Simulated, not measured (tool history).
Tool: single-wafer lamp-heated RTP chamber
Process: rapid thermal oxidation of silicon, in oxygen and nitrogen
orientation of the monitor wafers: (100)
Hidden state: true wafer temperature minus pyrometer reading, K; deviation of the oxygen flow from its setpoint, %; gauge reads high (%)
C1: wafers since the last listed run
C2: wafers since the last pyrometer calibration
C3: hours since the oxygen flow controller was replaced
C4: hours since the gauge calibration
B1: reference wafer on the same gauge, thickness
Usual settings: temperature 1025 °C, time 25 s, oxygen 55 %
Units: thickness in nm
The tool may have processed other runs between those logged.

run 1 hour=0.0 | temperature=1042 time=25 oxygen=55 | C1=0 C2=138 C3=984.3 C4=340.2 | B1=3.501 | thickness=4.848
run 2 hour=41.3 | temperature=1025 time=25 oxygen=55 | C1=333 C2=471 C3=1025.6 C4=381.5 | B1=3.504 | thickness=4.329
run 3 hour=93.6 | temperature=1025 time=19 oxygen=55 | C1=422 C2=894 C3=1077.9 C4=433.8 | B1=3.499 | thickness=3.943
run 4 hour=141.7 | temperature=1025 time=19 oxygen=55 | C1=388 C2=1283 C3=1126.0 C4=481.9 | B1=3.496 | thickness=3.930
run 5 hour=336.3 | temperature=1025 time=19 oxygen=55 | C1=1573 C2=2856 C3=1320.6 C4=676.5 | B1=3.506 | thickness=3.918
run 6 hour=385.4 | temperature=1002 time=25 oxygen=55 | C1=396 C2=3253 C3=1369.7 C4=725.6 | B1=3.499 | thickness=3.753
run 7 hour=480.4 | temperature=1002 time=25 oxygen=55 | C1=768 C2=4021 C3=1464.7 C4=820.6 | B1=3.501 | thickness=3.772
run 8 hour=577.9 | temperature=1002 time=25 oxygen=55 | C1=788 C2=4810 C3=1562.2 C4=918.1 | B1=3.503 | thickness=3.758
run 9 hour=614.4 | temperature=1048 time=25 oxygen=55 | C1=295 C2=5105 C3=1598.7 C4=954.6 | B1=3.506 | thickness=5.094
run 10 hour=658.3 | temperature=1048 time=25 oxygen=55 | C1=354 C2=5460 C3=1642.6 C4=998.5 | B1=3.503 | thickness=5.097
run 11 hour=703.2 | temperature=1037 time=25 oxygen=55 | C1=362 C2=5823 C3=1687.5 C4=1043.4 | B1=3.504 | thickness=4.763
-- hour=986.8 pyrometer window cleaned and pyrometer calibrated
run 12 hour=1016.3 | temperature=1037 time=25 oxygen=55 | C1=2466 C2=238 C3=2000.6 C4=1356.5 | B1=3.503 | thickness=4.698
run 13 hour=1063.3 | temperature=1037 time=25 oxygen=55 | C1=379 C2=618 C3=2047.6 C4=1403.5 | B1=3.497 | thickness=4.699
run 14 hour=1120.5 | temperature=1025 time=25 oxygen=55 | C1=462 C2=1081 C3=2104.8 C4=1460.7 | B1=3.494 | thickness=4.339
run 15 hour=1217.8 | temperature=1025 time=17 oxygen=32 | C1=786 C2=1867 C3=2202.1 C4=1558.0 | B1=3.504 | thickness=3.269
run 16 hour=1322.0 | temperature=1025 time=17 oxygen=32 | C1=842 C2=2710 C3=2306.3 C4=1662.2 | B1=3.498 | thickness=3.284
run 17 hour=1428.3 | temperature=1044 time=25 oxygen=73 | C1=859 C2=3569 C3=2412.6 C4=1768.5 | B1=3.501 | thickness=5.429
run 18 hour=1492.1 | temperature=1007 time=17 oxygen=68 | C1=515 C2=4085 C3=2476.4 C4=1832.3 | B1=3.499 | thickness=3.623
run 19 hour=1575.1 | temperature=1047 time=25 oxygen=33 | C1=671 C2=4756 C3=2559.4 C4=1915.3 | B1=3.501 | thickness=4.259
-- hour=1609.9 gauge calibrated
run 20 hour=1659.6 | temperature=1025 time=25 oxygen=55 | C1=683 C2=5439 C3=2643.9 C4=49.7 | B1=3.499 | thickness=4.416
run 21 hour=1716.6 | temperature=1000 time=25 oxygen=55 | C1=460 C2=5900 C3=2700.9 C4=106.7 | B1=3.501 | thickness=3.773
run 22 hour=1766.5 | temperature=1025 time=14 oxygen=70 | C1=403 C2=6303 C3=2750.8 C4=156.6 | B1=3.500 | thickness=3.809
run 23 hour=1819.0 | temperature=1052 time=14 oxygen=47 | C1=424 C2=6728 C3=2803.3 C4=209.1 | B1=3.497 | thickness=3.994
run 24 hour=1867.3 | temperature=1025 time=25 oxygen=55 | C1=390 C2=7118 C3=2851.6 C4=257.4 | B1=3.502 | thickness=4.403
-- hour=1885.8 oxygen flow controller replaced
-- hour=1910.4 pyrometer window cleaned and pyrometer calibrated
run 25 hour=1962.8 | temperature=1015 time=25 oxygen=55 | C1=642 C2=423 C3=77.0 C4=352.9 | B1=3.506 | thickness=4.059
run 26 hour=2025.6 | temperature=1006 time=30 oxygen=67 | C1=507 C2=931 C3=139.8 C4=415.7 | B1=3.498 | thickness=4.363
run 27 hour=2115.9 | temperature=1025 time=25 oxygen=55 | C1=730 C2=1661 C3=230.1 C4=506.0 | B1=3.503 | thickness=4.364
run 28 hour=2212.9 | temperature=1010 time=25 oxygen=55 | C1=784 C2=2445 C3=327.1 C4=603.0 | B1=3.493 | thickness=3.962
run 29 hour=2288.8 | temperature=1006 time=30 oxygen=82 | C1=613 C2=3058 C3=403.0 C4=678.9 | B1=3.494 | thickness=4.721
run 30 hour=2360.0 | temperature=1011 time=29 oxygen=74 | C1=575 C2=3634 C3=474.2 C4=750.1 | B1=3.502 | thickness=4.642
run 31 hour=2450.6 | temperature=1053 time=19 oxygen=65 | C1=732 C2=4366 C3=564.8 C4=840.7 | B1=3.498 | thickness=4.973
run 32 hour=2515.5 | temperature=999 time=25 oxygen=30 | C1=524 C2=4891 C3=629.7 C4=905.6 | B1=3.504 | thickness=3.190
run 33 hour=2687.1 | temperature=1039 time=25 oxygen=82 | C1=1387 C2=6278 C3=801.3 C4=1077.2 | B1=3.500 | thickness=5.524
run 34 hour=2786.7 | temperature=1033 time=33 oxygen=55 | C1=805 C2=7084 C3=900.9 C4=1176.8 | B1=3.500 | thickness=5.224
-- hour=2874.1 pyrometer window cleaned and pyrometer calibrated
run 35 hour=2887.5 | temperature=1002 time=25 oxygen=55 | C1=750 C2=108 C3=1001.7 C4=1277.6 | B1=3.501 | thickness=3.750
run 36 hour=2965.6 | temperature=1006 time=25 oxygen=55 | C1=631 C2=740 C3=1079.8 C4=1355.7 | B1=3.499 | thickness=3.855
run 37 hour=3062.3 | temperature=1017 time=19 oxygen=70 | C1=781 C2=1521 C3=1176.5 C4=1452.4 | B1=3.503 | thickness=4.047
run 38 hour=3166.4 | temperature=1037 time=18 oxygen=55 | C1=841 C2=2363 C3=1280.6 C4=1556.5 | B1=3.505 | thickness=4.145
run 39 hour=3232.0 | temperature=1048 time=37 oxygen=35 | C1=530 C2=2893 C3=1346.2 C4=1622.1 | B1=3.500 | thickness=5.117

What the log doesn't show, run by run:
deviation of the oxygen flow from its setpoint, %: 0, the same for each run
gauge reads high (%): 0, the same for each run
H1: true wafer temperature minus pyrometer reading, K
run=1 H1=0.0297
run=2 H1=0.0427
run=3 H1=0.0796
run=4 H1=0.134
run=5 H1=0.55
run=6 H1=0.705
run=7 H1=1.06
run=8 H1=1.51
run=9 H1=1.69
run=10 H1=1.93
run=11 H1=2.19
run=12 H1=0.145
run=13 H1=0.166
run=14 H1=0.216
run=15 H1=0.365
run=16 H1=0.611
run=17 H1=0.956
run=18 H1=1.21
run=19 H1=1.59
run=20 H1=2.03
run=21 H1=2.37
run=22 H1=2.68
run=23 H1=3.03
run=24 H1=3.38
run=25 H1=0.232
run=26 H1=0.275
run=27 H1=0.396
run=28 H1=0.602
run=29 H1=0.818
run=30 H1=1.06
run=31 H1=1.44
run=32 H1=1.75
run=33 H1=2.74
run=34 H1=3.43
run=35 H1=0.373
run=36 H1=0.408
run=37 H1=0.521
run=38 H1=0.729
run=39 H1=0.908
